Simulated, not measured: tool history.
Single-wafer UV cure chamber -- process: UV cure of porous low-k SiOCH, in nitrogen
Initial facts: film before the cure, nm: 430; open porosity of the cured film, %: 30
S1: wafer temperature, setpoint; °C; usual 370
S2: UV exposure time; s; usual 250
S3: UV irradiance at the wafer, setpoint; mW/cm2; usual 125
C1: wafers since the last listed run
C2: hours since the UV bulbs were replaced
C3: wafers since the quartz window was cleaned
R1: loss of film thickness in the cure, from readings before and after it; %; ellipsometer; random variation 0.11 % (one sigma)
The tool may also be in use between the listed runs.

{"run": 1, "hour": 0.0, "S1": 355, "S2": 250, "S3": 125, "C1": 0, "C2": 2422.0, "C3": 3313, "R1": 13.037}
{"run": 2, "hour": 12.3, "S1": 355, "S2": 250, "S3": 125, "C1": 70, "C2": 2434.3, "C3": 3384, "R1": 13.183}
{"run": 3, "hour": 19.5, "S1": 370, "S2": 250, "S3": 125, "C1": 41, "C2": 2441.5, "C3": 3425, "R1": 13.515}
{"run": 4, "hour": 26.6, "S1": 370, "S2": 250, "S3": 125, "C1": 40, "C2": 2448.6, "C3": 3466, "R1": 13.447}
{"run": 5, "hour": 38.0, "S1": 370, "S2": 250, "S3": 125, "C1": 65, "C2": 2460.0, "C3": 3531, "R1": 13.415}
{"run": 6, "hour": 45.1, "S1": 370, "S2": 250, "S3": 125, "C1": 40, "C2": 2467.1, "C3": 3572, "R1": 13.606}
{"run": 7, "hour": 58.1, "S1": 370, "S2": 250, "S3": 125, "C1": 74, "C2": 2480.1, "C3": 3647, "R1": 13.422}
{"run": 8, "hour": 70.5, "S1": 370, "S2": 250, "S3": 125, "C1": 71, "C2": 2492.5, "C3": 3718, "R1": 13.45}
{"run": 9, "hour": 86.4, "S1": 370, "S2": 250, "S3": 125, "C1": 91, "C2": 2508.4, "C3": 3809, "R1": 13.223}
{"run": 10, "hour": 92.6, "S1": 370, "S2": 250, "S3": 142, "C1": 35, "C2": 2514.6, "C3": 3845, "R1": 14.296}
{"run": 11, "hour": 100.1, "S1": 370, "S2": 250, "S3": 142, "C1": 43, "C2": 2522.1, "C3": 3888, "R1": 14.272}
{"run": 12, "hour": 116.9, "S1": 370, "S2": 250, "S3": 142, "C1": 96, "C2": 2538.9, "C3": 3984, "R1": 14.223}
{"hour": 126.6, "done": "quartz window cleaned"}
{"run": 13, "hour": 127.1, "S1": 370, "S2": 250, "S3": 125, "C1": 12, "C2": 2549.1, "C3": 3, "R1": 13.025}
{"run": 14, "hour": 135.9, "S1": 370, "S2": 250, "S3": 125, "C1": 50, "C2": 2557.9, "C3": 53, "R1": 12.929}
{"hour": 149.3, "done": "UV bulbs replaced"}
{"run": 15, "hour": 151.9, "S1": 370, "S2": 250, "S3": 125, "C1": 45, "C2": 2.6, "C3": 99, "R1": 12.812}
{"hour": 164.9, "done": "quartz window cleaned, repeated, since the last time left the tool worse"}
{"run": 16, "hour": 169.8, "S1": 390, "S2": 250, "S3": 164, "C1": 56, "C2": 20.5, "C3": 28, "R1": 15.932}
{"run": 17, "hour": 179.2, "S1": 370, "S2": 250, "S3": 125, "C1": 53, "C2": 29.9, "C3": 82, "R1": 14.239}
{"run": 18, "hour": 188.1, "S1": 370, "S2": 315, "S3": 104, "C1": 51, "C2": 38.8, "C3": 133, "R1": 14.4}
{"run": 19, "hour": 197.8, "S1": 381, "S2": 175, "S3": 113, "C1": 55, "C2": 48.5, "C3": 189, "R1": 12.137}
{"run": 20, "hour": 206.1, "S1": 353, "S2": 130, "S3": 160, "C1": 47, "C2": 56.8, "C3": 236, "R1": 11.621}
{"run": 21, "hour": 219.2, "S1": 353, "S2": 250, "S3": 144, "C1": 75, "C2": 69.9, "C3": 312, "R1": 14.495}
{"run": 22, "hour": 233.4, "S1": 370, "S2": 290, "S3": 125, "C1": 81, "C2": 84.1, "C3": 393, "R1": 14.864}
{"run": 23, "hour": 246.9, "S1": 359, "S2": 145, "S3": 145, "C1": 77, "C2": 97.6, "C3": 471, "R1": 11.768}
{"run": 24, "hour": 254.8, "S1": 370, "S2": 380, "S3": 125, "C1": 45, "C2": 105.5, "C3": 516, "R1": 16.101}
{"run": 25, "hour": 278.2, "S1": 361, "S2": 250, "S3": 108, "C1": 134, "C2": 128.9, "C3": 650, "R1": 12.873}
{"run": 26, "hour": 289.3, "S1": 351, "S2": 160, "S3": 125, "C1": 63, "C2": 140.0, "C3": 714, "R1": 11.421}

Below are 5 alternative next runs, each starting from the tool's condition after run 26. Predict each:
{"run": "A", "hour": 289.8, "S1": 370, "S2": 250, "S3": 125, "C1": 2, "C2": 140.5, "C3": 717, "R1": "?"}
{"run": "B", "hour": 289.8, "S1": 364, "S2": 305, "S3": 108, "C1": 2, "C2": 140.5, "C3": 717, "R1": "?"}
{"run": "C", "hour": 289.8, "S1": 364, "S2": 250, "S3": 125, "C1": 2, "C2": 140.5, "C3": 717, "R1": "?"}
{"run": "D", "hour": 289.8, "S1": 351, "S2": 250, "S3": 125, "C1": 2, "C2": 140.5, "C3": 717, "R1": "?"}
{"run": "E", "hour": 289.8, "S1": 365, "S2": 140, "S3": 148, "C1": 2, "C2": 140.5, "C3": 717, "R1": "?"}

run=A R1=14.142
run=B R1=14.283
run=C R1=14.010
run=D R1=13.716
run=E R1=11.940
Stripped of hidden state, with their random variation kept, the same runs would have yielded:
run=A R1=14.540
run=B R1=14.683
run=C R1=14.407
run=D R1=14.112
run=E R1=12.324
